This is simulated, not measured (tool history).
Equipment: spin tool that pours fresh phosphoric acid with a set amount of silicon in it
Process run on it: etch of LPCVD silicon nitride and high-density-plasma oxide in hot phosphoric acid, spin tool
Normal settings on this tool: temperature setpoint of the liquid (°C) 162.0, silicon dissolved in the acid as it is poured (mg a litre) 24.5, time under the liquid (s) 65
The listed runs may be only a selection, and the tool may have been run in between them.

| run | hour | temperature setpoint of the liquid (°C) | silicon dissolved in the acid as it is poured (mg a litre) | time under the liquid (s) | read-back film thickness of the LPCVD silicon nitride reference wafer, read on the same gauge (nm) | thickness taken off the LPCVD silicon nitride on a monitor wafer (Å) |
|---|---|---|---|---|---|---|
| 1 | 0.0 | 160.0 | 24.5 | 65 | 60.01 | 62.8 |
| 2 | 57.8 | 162.0 | 24.5 | 65 | 60.01 | 67.6 |
|  | 117.3 | dissolved silicon flow meter replaced |
| 3 | 127.8 | 162.0 | 24.5 | 65 | 60.02 | 67.6 |
|  | 234.4 | thermometer replaced |
| 4 | 308.6 | 162.0 | 24.5 | 65 | 60.01 | 62.7 |
| 5 | 336.8 | 162.0 | 24.5 | 65 | 59.98 | 63.2 |
| 6 | 402.6 | 162.0 | 24.5 | 65 | 60.00 | 63.3 |
| 7 | 472.5 | 160.5 | 24.5 | 65 | 59.99 | 59.9 |
| 8 | 500.5 | 162.0 | 24.5 | 65 | 60.00 | 64.1 |
|  | 526.8 | gauge calibrated |
| 9 | 534.0 | 159.5 | 24.5 | 30 | 59.97 | 27.0 |
| 10 | 560.7 | 163.5 | 36.5 | 100 | 60.00 | 102.9 |
| 11 | 613.5 | 163.5 | 24.5 | 65 | 60.01 | 67.0 |
| 12 | 659.1 | 162.0 | 24.5 | 65 | 60.00 | 64.1 |
| 13 | 698.0 | 160.5 | 24.5 | 65 | 59.99 | 60.8 |
| 14 | 745.9 | 164.0 | 24.5 | 45 | 60.01 | 47.4 |
| 15 | 812.4 | 162.0 | 24.5 | 65 | 59.99 | 64.9 |
| 16 | 881.5 | 163.5 | 24.5 | 40 | 60.00 | 41.8 |
|  | 914.2 | dissolved silicon flow meter replaced |
| 17 | 934.8 | 162.0 | 37.0 | 65 | 60.02 | 65.8 |
| 18 | 971.8 | 162.0 | 24.5 | 65 | 60.00 | 64.9 |
| 19 | 1017.2 | 162.0 | 19.0 | 65 | 60.01 | 65.5 |
| 20 | 1056.3 | 162.0 | 16.5 | 100 | 60.03 | 99.9 |
| 21 | 1083.4 | 164.5 | 24.5 | 85 | 60.01 | 93.0 |
| 22 | 1134.8 | 162.0 | 9.0 | 65 | 60.00 | 65.6 |

3 ways to go on from here, each from the tool as it stands after run 22. What would each give?
| A | 1135.2 | 164.5 | 24.5 | 65 | ? | ? |
| B | 1135.2 | 162.0 | 24.5 | 95 | ? | ? |
| C | 1135.2 | 162.0 | 18.5 | 85 | ? | ? |

| run | read-back film thickness of the LPCVD silicon nitride reference wafer, read on the same gauge (nm) | thickness taken off the LPCVD silicon nitride on a monitor wafer (Å) |
|---|---|---|
| A | 60.00 | 71.5 |
| B | 60.00 | 96.3 |
| C | 60.00 | 86.1 |
Stripped of hidden state, with their random variation kept, the same runs would have yielded:
| run | thickness taken off the LPCVD silicon nitride on a monitor wafer (Å) |
|---|---|
| A | 68.3 |
| B | 91.9 |
| C | 82.2 |
